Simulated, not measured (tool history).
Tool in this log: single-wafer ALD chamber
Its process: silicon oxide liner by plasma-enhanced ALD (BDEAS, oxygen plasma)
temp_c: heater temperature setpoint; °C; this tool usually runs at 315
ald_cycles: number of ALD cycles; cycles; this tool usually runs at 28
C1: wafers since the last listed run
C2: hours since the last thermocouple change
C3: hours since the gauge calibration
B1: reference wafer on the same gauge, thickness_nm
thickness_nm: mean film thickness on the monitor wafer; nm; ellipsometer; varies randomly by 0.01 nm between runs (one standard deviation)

run 1 hour=0.0 | temp_c=315 ald_cycles=28 | C1=0 C2=777.6 C3=476.4 | B1=2.109 | thickness_nm=2.549
run 2 hour=25.7 | temp_c=315 ald_cycles=28 | C1=208 C2=803.3 C3=502.1 | B1=2.109 | thickness_nm=2.558
run 3 hour=40.8 | temp_c=315 ald_cycles=28 | C1=122 C2=818.4 C3=517.2 | B1=2.110 | thickness_nm=2.566
run 4 hour=57.0 | temp_c=315 ald_cycles=28 | C1=131 C2=834.6 C3=533.4 | B1=2.111 | thickness_nm=2.576
run 5 hour=81.9 | temp_c=315 ald_cycles=28 | C1=201 C2=859.5 C3=558.3 | B1=2.110 | thickness_nm=2.570
run 6 hour=98.1 | temp_c=315 ald_cycles=28 | C1=131 C2=875.7 C3=574.5 | B1=2.109 | thickness_nm=2.543
run 7 hour=118.8 | temp_c=312 ald_cycles=32 | C1=167 C2=896.4 C3=595.2 | B1=2.110 | thickness_nm=2.944
run 8 hour=149.6 | temp_c=319 ald_cycles=28 | C1=249 C2=927.2 C3=626.0 | B1=2.110 | thickness_nm=2.540
run 9 hour=172.7 | temp_c=319 ald_cycles=28 | C1=187 C2=950.3 C3=649.1 | B1=2.110 | thickness_nm=2.551
run 10 hour=185.4 | temp_c=315 ald_cycles=28 | C1=102 C2=963.0 C3=661.8 | B1=2.110 | thickness_nm=2.556
run 11 hour=208.0 | temp_c=315 ald_cycles=28 | C1=183 C2=985.6 C3=684.4 | B1=2.110 | thickness_nm=2.564
run 12 hour=228.6 | temp_c=322 ald_cycles=28 | C1=166 C2=1006.2 C3=705.0 | B1=2.112 | thickness_nm=2.541
run 13 hour=254.3 | temp_c=322 ald_cycles=28 | C1=208 C2=1031.9 C3=730.7 | B1=2.111 | thickness_nm=2.540
run 14 hour=285.9 | temp_c=322 ald_cycles=28 | C1=255 C2=1063.5 C3=762.3 | B1=2.111 | thickness_nm=2.535
run 15 hour=316.8 | temp_c=315 ald_cycles=30 | C1=250 C2=1094.4 C3=793.2 | B1=2.112 | thickness_nm=2.736
run 16 hour=333.5 | temp_c=315 ald_cycles=30 | C1=135 C2=1111.1 C3=809.9 | B1=2.111 | thickness_nm=2.745
run 17 hour=379.9 | temp_c=318 ald_cycles=27 | C1=375 C2=1157.5 C3=856.3 | B1=2.109 | thickness_nm=2.475
run 18 hour=392.1 | temp_c=318 ald_cycles=27 | C1=98 C2=1169.7 C3=868.5 | B1=2.110 | thickness_nm=2.464
run 19 hour=416.0 | temp_c=304 ald_cycles=25 | C1=193 C2=1193.6 C3=892.4 | B1=2.111 | thickness_nm=2.312
run 20 hour=443.2 | temp_c=304 ald_cycles=25 | C1=220 C2=1220.8 C3=919.6 | B1=2.109 | thickness_nm=2.310
-- hour=509.9 thermocouple changed; heater temperature recalibrated
run 21 hour=513.0 | temp_c=315 ald_cycles=25 | C1=500 C2=3.1 C3=989.4 | B1=2.110 | thickness_nm=2.284
run 22 hour=537.9 | temp_c=308 ald_cycles=28 | C1=201 C2=28.0 C3=1014.3 | B1=2.110 | thickness_nm=2.568
run 23 hour=559.2 | temp_c=308 ald_cycles=28 | C1=172 C2=49.3 C3=1035.6 | B1=2.110 | thickness_nm=2.572
run 24 hour=593.6 | temp_c=315 ald_cycles=28 | C1=278 C2=83.7 C3=1070.0 | B1=2.110 | thickness_nm=2.554
run 25 hour=652.2 | temp_c=315 ald_cycles=29 | C1=474 C2=142.3 C3=1128.6 | B1=2.111 | thickness_nm=2.673
run 26 hour=664.7 | temp_c=323 ald_cycles=30 | C1=101 C2=154.8 C3=1141.1 | B1=2.110 | thickness_nm=2.707
run 27 hour=692.1 | temp_c=322 ald_cycles=30 | C1=221 C2=182.2 C3=1168.5 | B1=2.111 | thickness_nm=2.705
run 28 hour=709.5 | temp_c=325 ald_cycles=30 | C1=140 C2=199.6 C3=1185.9 | B1=2.110 | thickness_nm=2.711
run 29 hour=730.3 | temp_c=301 ald_cycles=26 | C1=168 C2=220.4 C3=1206.7 | B1=2.112 | thickness_nm=2.421
run 30 hour=743.5 | temp_c=329 ald_cycles=33 | C1=106 C2=233.6 C3=1219.9 | B1=2.110 | thickness_nm=2.946
run 31 hour=764.9 | temp_c=304 ald_cycles=31 | C1=173 C2=255.0 C3=1241.3 | B1=2.111 | thickness_nm=2.860
run 32 hour=798.0 | temp_c=315 ald_cycles=28 | C1=268 C2=288.1 C3=1274.4 | B1=2.110 | thickness_nm=2.555
run 33 hour=821.6 | temp_c=327 ald_cycles=28 | C1=191 C2=311.7 C3=1298.0 | B1=2.110 | thickness_nm=2.503
run 34 hour=844.2 | temp_c=308 ald_cycles=24 | C1=183 C2=334.3 C3=1320.6 | B1=2.111 | thickness_nm=2.213
run 35 hour=880.1 | temp_c=315 ald_cycles=28 | C1=290 C2=370.2 C3=1356.5 | B1=2.110 | thickness_nm=2.567
-- hour=895.1 gauge calibrated
run 36 hour=902.2 | temp_c=306 ald_cycles=28 | C1=178 C2=392.3 C3=7.1 | B1=2.110 | thickness_nm=2.575
run 37 hour=927.7 | temp_c=327 ald_cycles=30 | C1=206 C2=417.8 C3=32.6 | B1=2.110 | thickness_nm=2.716
run 38 hour=948.1 | temp_c=309 ald_cycles=33 | C1=165 C2=438.2 C3=53.0 | B1=2.110 | thickness_nm=3.037
run 39 hour=964.9 | temp_c=315 ald_cycles=28 | C1=136 C2=455.0 C3=69.8 | B1=2.110 | thickness_nm=2.534
run 40 hour=982.2 | temp_c=308 ald_cycles=24 | C1=140 C2=472.3 C3=87.1 | B1=2.111 | thickness_nm=2.217
run 41 hour=998.0 | temp_c=315 ald_cycles=28 | C1=127 C2=488.1 C3=102.9 | B1=2.110 | thickness_nm=2.555
run 42 hour=1035.6 | temp_c=323 ald_cycles=23 | C1=304 C2=525.7 C3=140.5 | B1=2.111 | thickness_nm=2.072
run 43 hour=1069.7 | temp_c=311 ald_cycles=32 | C1=276 C2=559.8 C3=174.6 | B1=2.109 | thickness_nm=2.924
run 44 hour=1090.3 | temp_c=301 ald_cycles=24 | C1=166 C2=580.4 C3=195.2 | B1=2.111 | thickness_nm=2.227
run 45 hour=1120.9 | temp_c=309 ald_cycles=24 | C1=247 C2=611.0 C3=225.8 | B1=2.110 | thickness_nm=2.187
run 46 hour=1151.6 | temp_c=303 ald_cycles=25 | C1=248 C2=641.7 C3=256.5 | B1=2.109 | thickness_nm=2.319
run 47 hour=1179.4 | temp_c=315 ald_cycles=28 | C1=225 C2=669.5 C3=284.3 | B1=2.111 | thickness_nm=2.557

4 options for the next run, each taken on its own from the tool as it stands now. Forecast them:
run A hour=1179.8 | temp_c=320 ald_cycles=28 | C1=3 C2=669.9 C3=284.7 | B1=? | thickness_nm=?
run B hour=1179.8 | temp_c=326 ald_cycles=32 | C1=3 C2=669.9 C3=284.7 | B1=? | thickness_nm=?
run C hour=1179.8 | temp_c=310 ald_cycles=30 | C1=3 C2=669.9 C3=284.7 | B1=? | thickness_nm=?
run D hour=1179.8 | temp_c=327 ald_cycles=23 | C1=3 C2=669.9 C3=284.7 | B1=? | thickness_nm=?

run=A B1=2.111 thickness_nm=2.544
run=B B1=2.111 thickness_nm=2.886
run=C B1=2.111 thickness_nm=2.760
run=D B1=2.111 thickness_nm=2.071
With no hidden state in the tool, these same runs would have given:
run=A thickness_nm=2.544
run=B thickness_nm=2.886
run=C thickness_nm=2.760
run=D thickness_nm=2.071
